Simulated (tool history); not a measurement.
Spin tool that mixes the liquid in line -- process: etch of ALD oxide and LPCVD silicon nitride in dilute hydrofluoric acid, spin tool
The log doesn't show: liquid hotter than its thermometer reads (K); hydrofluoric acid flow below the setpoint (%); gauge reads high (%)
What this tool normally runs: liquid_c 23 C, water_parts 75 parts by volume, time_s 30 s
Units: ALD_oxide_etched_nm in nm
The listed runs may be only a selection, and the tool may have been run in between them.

run	hour	liquid_c	water_parts	time_s	wafers since the last listed run	hours since the thermometer was replaced	hours since the hydrofluoric acid flow meter was replaced	hours since the gauge calibration	read-back film thickness of the ALD oxide reference wafer, read on the same gauge (nm)	ALD_oxide_etched_nm
1	0	23	75	35	0	58.8	2527.6	42.7	150.02	10.11
2	10.7	23	45	30	103	69.5	2538.3	53.4	150.01	14.83
3	22.3	23	75	30	112	81.1	2549.9	65	150.01	8.53
4	29.7	23	75	30	71	88.5	2557.3	72.4	150	8.55
# hour 35: hydrofluoric acid flow meter replaced
5	37.2	21.5	75	40	63	96	2.2	79.9	150.02	10.89
6	55.1	18.5	115	30	173	113.9	20.1	97.8	150	4.34
7	65.5	26.5	75	30	100	124.3	30.5	108.2	150	9.95
8	81.8	20	110	15	158	140.6	46.8	124.5	149.97	2.47
9	90.4	23	75	40	83	149.2	55.4	133.1	149.96	11.5
10	105.2	25	75	45	143	164	70.2	147.9	149.98	13.96
11	118.8	21	45	15	131	177.6	83.8	161.5	150	6.79
12	132.8	28	40	20	135	191.6	97.8	175.5	150	13.49
13	148.1	25.5	75	30	148	206.9	113.1	190.8	150.02	9.5
14	161.5	18.5	50	45	130	220.3	126.5	204.2	150.04	16.67
15	168.6	23	110	30	68	227.4	133.6	211.3	150	5.55
16	186.5	23	75	30	173	245.3	151.5	229.2	150.07	8.55
17	192.6	23	75	30	59	251.4	157.6	235.3	150	8.52
18	200.9	19.5	105	15	80	259.7	165.9	243.6	150	2.53
19	208.4	23	75	30	72	267.2	173.4	251.1	149.98	8.53
20	217.6	23	75	30	89	276.4	182.6	260.3	150.03	8.58
21	229.3	25	75	30	113	288.1	194.3	272	149.97	9.23
22	246.2	20.5	60	45	163	305	211.2	288.9	149.99	14.73
23	264	23	110	20	172	322.8	229	306.7	150	3.75
24	275.3	19.5	75	30	109	334.1	240.3	318	150.02	7.34
# hour 309.4: gauge calibrated
25	324.6	21.5	90	30	478	383.4	289.6	15.2	150.03	6.63

Consider 5 possible next runs. They are alternatives, not a sequence: every one starts from the tool as it was left by run 25. What does each give?
A	325	23	75	50	3	383.8	290	15.6	?	?
B	325	23	75	45	3	383.8	290	15.6	?	?
C	325	24.5	110	40	3	383.8	290	15.6	?	?
D	325	19.5	90	15	3	383.8	290	15.6	?	?
E	325	26.5	60	15	3	383.8	290	15.6	?	?

run	read-back film thickness of the ALD oxide reference wafer, read on the same gauge (nm)	ALD_oxide_etched_nm
A	150.03	14.35
B	150.03	12.92
C	150.03	7.96
D	150.03	3.05
E	150.03	6.32
The same runs, with their run-to-run variation unchanged, on a tool lacking any hidden condition would have given:
run	ALD_oxide_etched_nm
A	14.35
B	12.92
C	7.96
D	3.05
E	6.32
